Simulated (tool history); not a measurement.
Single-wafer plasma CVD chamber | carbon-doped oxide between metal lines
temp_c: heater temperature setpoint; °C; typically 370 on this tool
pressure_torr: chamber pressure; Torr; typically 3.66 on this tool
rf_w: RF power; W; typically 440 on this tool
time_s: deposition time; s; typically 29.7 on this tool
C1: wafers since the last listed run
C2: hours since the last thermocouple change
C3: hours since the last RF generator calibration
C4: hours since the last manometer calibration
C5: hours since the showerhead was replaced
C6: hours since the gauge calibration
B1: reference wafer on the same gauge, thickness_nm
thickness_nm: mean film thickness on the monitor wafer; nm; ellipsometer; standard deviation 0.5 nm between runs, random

{"run": 1, "day": 0.0, "temp_c": 370, "pressure_torr": 3.66, "rf_w": 440, "time_s": 32.8, "C1": 0, "C2": 1415.2, "C3": 1161.3, "C4": 1767.4, "C5": 5061.6, "C6": 1120.2, "B1": 149.098, "thickness_nm": 138.928}
{"run": 2, "day": 2.525, "temp_c": 370, "pressure_torr": 3.66, "rf_w": 440, "time_s": 32.8, "C1": 1897, "C2": 1475.8, "C3": 1221.9, "C4": 1828, "C5": 5122.2, "C6": 1180.8, "B1": 148.918, "thickness_nm": 138.691}
{"run": 3, "day": 5.717, "temp_c": 370, "pressure_torr": 3.66, "rf_w": 440, "time_s": 32.8, "C1": 2398, "C2": 1552.4, "C3": 1298.5, "C4": 1904.6, "C5": 5198.8, "C6": 1257.4, "B1": 149.02, "thickness_nm": 138.469}
{"run": 4, "day": 9.854, "temp_c": 376, "pressure_torr": 3.66, "rf_w": 440, "time_s": 29.7, "C1": 3109, "C2": 1651.7, "C3": 1397.8, "C4": 2003.9, "C5": 5298.1, "C6": 1356.7, "B1": 149.205, "thickness_nm": 124.707}
{"run": 5, "day": 13.75, "temp_c": 370, "pressure_torr": 3.1, "rf_w": 485, "time_s": 29.7, "C1": 2927, "C2": 1745.2, "C3": 1491.3, "C4": 2097.4, "C5": 5391.6, "C6": 1450.2, "B1": 149.077, "thickness_nm": 129.196}
{"run": 6, "day": 15.954, "temp_c": 370, "pressure_torr": 3.1, "rf_w": 485, "time_s": 29.7, "C1": 1656, "C2": 1798.1, "C3": 1544.2, "C4": 2150.3, "C5": 5444.5, "C6": 1503.1, "B1": 149.106, "thickness_nm": 130.385}
{"run": 7, "day": 18.158, "temp_c": 370, "pressure_torr": 3.1, "rf_w": 485, "time_s": 29.7, "C1": 1656, "C2": 1851, "C3": 1597.1, "C4": 2203.2, "C5": 5497.4, "C6": 1556, "B1": 149.227, "thickness_nm": 128.563}
{"run": 8, "day": 20.35, "temp_c": 370, "pressure_torr": 3.66, "rf_w": 440, "time_s": 29.7, "C1": 1647, "C2": 1903.6, "C3": 1649.7, "C4": 2255.8, "C5": 5550, "C6": 1608.6, "B1": 148.88, "thickness_nm": 125.28}
{"run": 9, "day": 23.546, "temp_c": 370, "pressure_torr": 3.66, "rf_w": 440, "time_s": 29.7, "C1": 2401, "C2": 1980.3, "C3": 1726.4, "C4": 2332.5, "C5": 5626.7, "C6": 1685.3, "B1": 149.104, "thickness_nm": 125.123}
{"run": 10, "day": 25.833, "temp_c": 370, "pressure_torr": 3.66, "rf_w": 440, "time_s": 29.7, "C1": 1719, "C2": 2035.2, "C3": 1781.3, "C4": 2387.4, "C5": 5681.6, "C6": 1740.2, "B1": 148.697, "thickness_nm": 125.578}
{"run": 11, "day": 28.108, "temp_c": 370, "pressure_torr": 3.66, "rf_w": 440, "time_s": 29.7, "C1": 1709, "C2": 2089.8, "C3": 1835.9, "C4": 2442, "C5": 5736.2, "C6": 1794.8, "B1": 148.951, "thickness_nm": 125.634}
{"day": 28.442, "done": "gauge calibrated"}
{"run": 12, "day": 29.642, "temp_c": 370, "pressure_torr": 3.66, "rf_w": 440, "time_s": 29.7, "C1": 1152, "C2": 2126.6, "C3": 1872.7, "C4": 2478.8, "C5": 5773, "C6": 28.8, "B1": 148.992, "thickness_nm": 125.315}
{"run": 13, "day": 31.579, "temp_c": 370, "pressure_torr": 3.66, "rf_w": 440, "time_s": 29.7, "C1": 1456, "C2": 2173.1, "C3": 1919.2, "C4": 2525.3, "C5": 5819.5, "C6": 75.3, "B1": 149.127, "thickness_nm": 124.955}
{"run": 14, "day": 35.438, "temp_c": 370, "pressure_torr": 3.66, "rf_w": 440, "time_s": 29.7, "C1": 2899, "C2": 2265.7, "C3": 2011.8, "C4": 2617.9, "C5": 5912.1, "C6": 167.9, "B1": 149.043, "thickness_nm": 124.689}
{"run": 15, "day": 36.954, "temp_c": 370, "pressure_torr": 3.91, "rf_w": 440, "time_s": 35.1, "C1": 1139, "C2": 2302.1, "C3": 2048.2, "C4": 2654.3, "C5": 5948.5, "C6": 204.3, "B1": 148.927, "thickness_nm": 148.234}
{"run": 16, "day": 39.538, "temp_c": 370, "pressure_torr": 3.66, "rf_w": 440, "time_s": 24.6, "C1": 1941, "C2": 2364.1, "C3": 2110.2, "C4": 2716.3, "C5": 6010.5, "C6": 266.3, "B1": 148.923, "thickness_nm": 103.848}
{"day": 40.304, "done": "thermocouple changed; heater temperature recalibrated"}
{"day": 41.408, "done": "RF generator calibrated"}
{"run": 17, "day": 42.483, "temp_c": 370, "pressure_torr": 3.66, "rf_w": 440, "time_s": 29.7, "C1": 1712, "C2": 52.3, "C3": 25.8, "C4": 2787, "C5": 6081.2, "C6": 337, "B1": 149.005, "thickness_nm": 127.163}
{"day": 45.054, "done": "capacitance manometer re-zeroed and calibrated"}
{"run": 18, "day": 46.788, "temp_c": 370, "pressure_torr": 3.66, "rf_w": 440, "time_s": 29.7, "C1": 2984, "C2": 155.6, "C3": 129.1, "C4": 41.6, "C5": 6184.5, "C6": 440.3, "B1": 149.019, "thickness_nm": 126.671}
{"run": 19, "day": 48.921, "temp_c": 370, "pressure_torr": 3.66, "rf_w": 440, "time_s": 29.7, "C1": 1603, "C2": 206.8, "C3": 180.3, "C4": 92.8, "C5": 6235.7, "C6": 491.5, "B1": 149.026, "thickness_nm": 127.153}
{"run": 20, "day": 52.917, "temp_c": 365, "pressure_torr": 2.97, "rf_w": 380, "time_s": 33.8, "C1": 3002, "C2": 302.7, "C3": 276.2, "C4": 188.7, "C5": 6331.6, "C6": 587.4, "B1": 148.938, "thickness_nm": 131.99}
{"day": 54.183, "done": "showerhead replaced"}
{"run": 21, "day": 55.612, "temp_c": 374, "pressure_torr": 4.03, "rf_w": 410, "time_s": 32.1, "C1": 1775, "C2": 367.4, "C3": 340.9, "C4": 253.4, "C5": 34.3, "C6": 652.1, "B1": 149.107, "thickness_nm": 132.769}
{"run": 22, "day": 58.346, "temp_c": 376, "pressure_torr": 3.66, "rf_w": 440, "time_s": 29.7, "C1": 2054, "C2": 433, "C3": 406.5, "C4": 319, "C5": 99.9, "C6": 717.7, "B1": 148.911, "thickness_nm": 124.704}
{"run": 23, "day": 59.904, "temp_c": 363, "pressure_torr": 3.66, "rf_w": 440, "time_s": 29.7, "C1": 1171, "C2": 470.4, "C3": 443.9, "C4": 356.4, "C5": 137.3, "C6": 755.1, "B1": 149.064, "thickness_nm": 129.448}
{"run": 24, "day": 63.104, "temp_c": 370, "pressure_torr": 3.27, "rf_w": 375, "time_s": 25.9, "C1": 2404, "C2": 547.2, "C3": 520.7, "C4": 433.2, "C5": 214.1, "C6": 831.9, "B1": 148.923, "thickness_nm": 100.156}
{"run": 25, "day": 65.004, "temp_c": 370, "pressure_torr": 3.1, "rf_w": 485, "time_s": 29.7, "C1": 1427, "C2": 592.8, "C3": 566.3, "C4": 478.8, "C5": 259.7, "C6": 877.5, "B1": 149.017, "thickness_nm": 130.11}
{"run": 26, "day": 69.367, "temp_c": 374, "pressure_torr": 2.91, "rf_w": 510, "time_s": 29.7, "C1": 3278, "C2": 697.5, "C3": 671, "C4": 583.5, "C5": 364.4, "C6": 982.2, "B1": 149.117, "thickness_nm": 131.59}
{"run": 27, "day": 70.925, "temp_c": 370, "pressure_torr": 3.35, "rf_w": 475, "time_s": 27, "C1": 1171, "C2": 734.9, "C3": 708.4, "C4": 620.9, "C5": 401.8, "C6": 1019.6, "B1": 149.22, "thickness_nm": 119.365}
{"run": 28, "day": 74.958, "temp_c": 357, "pressure_torr": 2.94, "rf_w": 440, "time_s": 29.7, "C1": 3031, "C2": 831.7, "C3": 805.2, "C4": 717.7, "C5": 498.6, "C6": 1116.4, "B1": 149.111, "thickness_nm": 128.29}
{"run": 29, "day": 77.1, "temp_c": 370, "pressure_torr": 3.66, "rf_w": 440, "time_s": 29.7, "C1": 1609, "C2": 883.1, "C3": 856.6, "C4": 769.1, "C5": 550, "C6": 1167.8, "B1": 149.052, "thickness_nm": 125.903}

Hidden state at the last listed run before each entry between runs and at the first one after, where it differs:
From run 11 to run 12: gauge calibrated (day 28.442)
  delivered RF power above the setpoint (%): -3.23 -> -3.35
  difference, measured minus the result without the unlogged condition, thickness_nm: -2.293 -> -2.37 nm
From run 16 to run 17: thermocouple changed; heater temperature recalibrated (day 40.304); RF generator calibrated (day 41.408)
  delivered RF power above the setpoint (%): -4.14 -> -0.604
  difference, measured minus the result without the unlogged condition, thickness_nm: -2.44 -> -0.427 nm
From run 17 to run 18: capacitance manometer re-zeroed and calibrated (day 45.054)
  delivered RF power above the setpoint (%): -0.604 -> -0.617
  difference, measured minus the result without the unlogged condition, thickness_nm: -0.427 -> -0.434 nm
From run 20 to run 21: showerhead replaced (day 54.183)
  delivered RF power above the setpoint (%): -0.667 -> -0.701
  difference, measured minus the result without the unlogged condition, thickness_nm: -0.489 -> -0.517 nm

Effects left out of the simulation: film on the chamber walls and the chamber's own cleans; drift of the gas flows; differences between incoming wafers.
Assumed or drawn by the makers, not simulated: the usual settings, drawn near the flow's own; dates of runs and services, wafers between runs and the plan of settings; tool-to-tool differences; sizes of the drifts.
